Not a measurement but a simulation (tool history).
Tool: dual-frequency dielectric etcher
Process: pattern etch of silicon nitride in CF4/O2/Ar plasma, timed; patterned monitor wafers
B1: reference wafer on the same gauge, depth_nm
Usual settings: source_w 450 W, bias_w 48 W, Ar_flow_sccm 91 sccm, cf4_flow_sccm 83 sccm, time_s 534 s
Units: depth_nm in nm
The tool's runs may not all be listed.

run 1 hour=0 | source_w=450 bias_w=48 Ar_flow_sccm=91 cf4_flow_sccm=83 time_s=534 | B1=922.1 | depth_nm=892.6
run 2 hour=69.3 | source_w=450 bias_w=48 Ar_flow_sccm=91 cf4_flow_sccm=83 time_s=534 | B1=922.8 | depth_nm=895.7
-- hour=130.6 wet clean of the chamber
run 3 hour=131.1 | source_w=450 bias_w=48 Ar_flow_sccm=91 cf4_flow_sccm=83 time_s=534 | B1=921.8 | depth_nm=892
run 4 hour=147.7 | source_w=450 bias_w=48 Ar_flow_sccm=74 cf4_flow_sccm=89 time_s=534 | B1=921.9 | depth_nm=933.6
run 5 hour=183.6 | source_w=450 bias_w=48 Ar_flow_sccm=91 cf4_flow_sccm=83 time_s=534 | B1=922 | depth_nm=898.6
run 6 hour=229.3 | source_w=340 bias_w=36 Ar_flow_sccm=91 cf4_flow_sccm=83 time_s=484.5 | B1=922 | depth_nm=639.3
-- hour=304.6 upper electrode replaced
run 7 hour=305.1 | source_w=450 bias_w=43 Ar_flow_sccm=79 cf4_flow_sccm=95 time_s=489.5 | B1=922.3 | depth_nm=826.3
run 8 hour=314.1 | source_w=450 bias_w=58 Ar_flow_sccm=79 cf4_flow_sccm=98 time_s=534 | B1=922.3 | depth_nm=995.9
run 9 hour=366.8 | source_w=450 bias_w=48 Ar_flow_sccm=91 cf4_flow_sccm=83 time_s=487 | B1=921.9 | depth_nm=818.6
run 10 hour=420 | source_w=450 bias_w=51 Ar_flow_sccm=98 cf4_flow_sccm=83 time_s=452 | B1=922.5 | depth_nm=770.2
-- hour=449 source power generator calibrated
run 11 hour=486.8 | source_w=450 bias_w=48 Ar_flow_sccm=91 cf4_flow_sccm=70 time_s=534 | B1=922.5 | depth_nm=842.6
run 12 hour=553.3 | source_w=390 bias_w=48 Ar_flow_sccm=70 cf4_flow_sccm=98 time_s=534 | B1=922 | depth_nm=851.4
run 13 hour=602.4 | source_w=450 bias_w=48 Ar_flow_sccm=91 cf4_flow_sccm=83 time_s=534 | B1=922 | depth_nm=871.5
run 14 hour=637.2 | source_w=530 bias_w=55 Ar_flow_sccm=76 cf4_flow_sccm=74 time_s=534 | B1=921.8 | depth_nm=1008.4
run 15 hour=678.9 | source_w=350 bias_w=48 Ar_flow_sccm=91 cf4_flow_sccm=83 time_s=441 | B1=921.3 | depth_nm=630.3
-- hour=711.8 wet clean of the chamber
run 16 hour=717.3 | source_w=450 bias_w=48 Ar_flow_sccm=78 cf4_flow_sccm=83 time_s=534 | B1=922.5 | depth_nm=890.6
run 17 hour=774.8 | source_w=480 bias_w=48 Ar_flow_sccm=91 cf4_flow_sccm=68 time_s=534 | B1=921.3 | depth_nm=878.3
run 18 hour=815 | source_w=390 bias_w=48 Ar_flow_sccm=70 cf4_flow_sccm=83 time_s=534 | B1=922.3 | depth_nm=836.8
run 19 hour=852.2 | source_w=370 bias_w=54 Ar_flow_sccm=91 cf4_flow_sccm=77 time_s=534 | B1=922.1 | depth_nm=805.3
run 20 hour=920.5 | source_w=450 bias_w=43 Ar_flow_sccm=91 cf4_flow_sccm=83 time_s=534 | B1=922.2 | depth_nm=848.7

What the log doesn't show, run by run:
etch rate over this chamber's usual, %: 0 in every run
Ar flow that arrives over what is set, %: 0 in every run
CF4 flow that arrives over what is set, %: 0 in every run
gauge reads high (%): 0 in every run
H1: source power that arrives over what is set, %
H2: bias power that arrives over what is set, %
run=1 H1=5.43 H2=0.476
run=2 H1=5.5 H2=0.732
run=3 H1=5.57 H2=0.949
run=4 H1=5.58 H2=1.01
run=5 H1=5.62 H2=1.13
run=6 H1=5.66 H2=1.28
run=7 H1=5.74 H2=1.51
run=8 H1=5.75 H2=1.54
run=9 H1=5.8 H2=1.69
run=10 H1=5.86 H2=1.84
run=11 H1=-0.0128 H2=2.03
run=12 H1=0.0541 H2=2.2
run=13 H1=0.104 H2=2.32
run=14 H1=0.139 H2=2.4
run=15 H1=0.181 H2=2.5
run=16 H1=0.219 H2=2.59
run=17 H1=0.277 H2=2.71
run=18 H1=0.318 H2=2.8
run=19 H1=0.355 H2=2.88
run=20 H1=0.424 H2=3.01

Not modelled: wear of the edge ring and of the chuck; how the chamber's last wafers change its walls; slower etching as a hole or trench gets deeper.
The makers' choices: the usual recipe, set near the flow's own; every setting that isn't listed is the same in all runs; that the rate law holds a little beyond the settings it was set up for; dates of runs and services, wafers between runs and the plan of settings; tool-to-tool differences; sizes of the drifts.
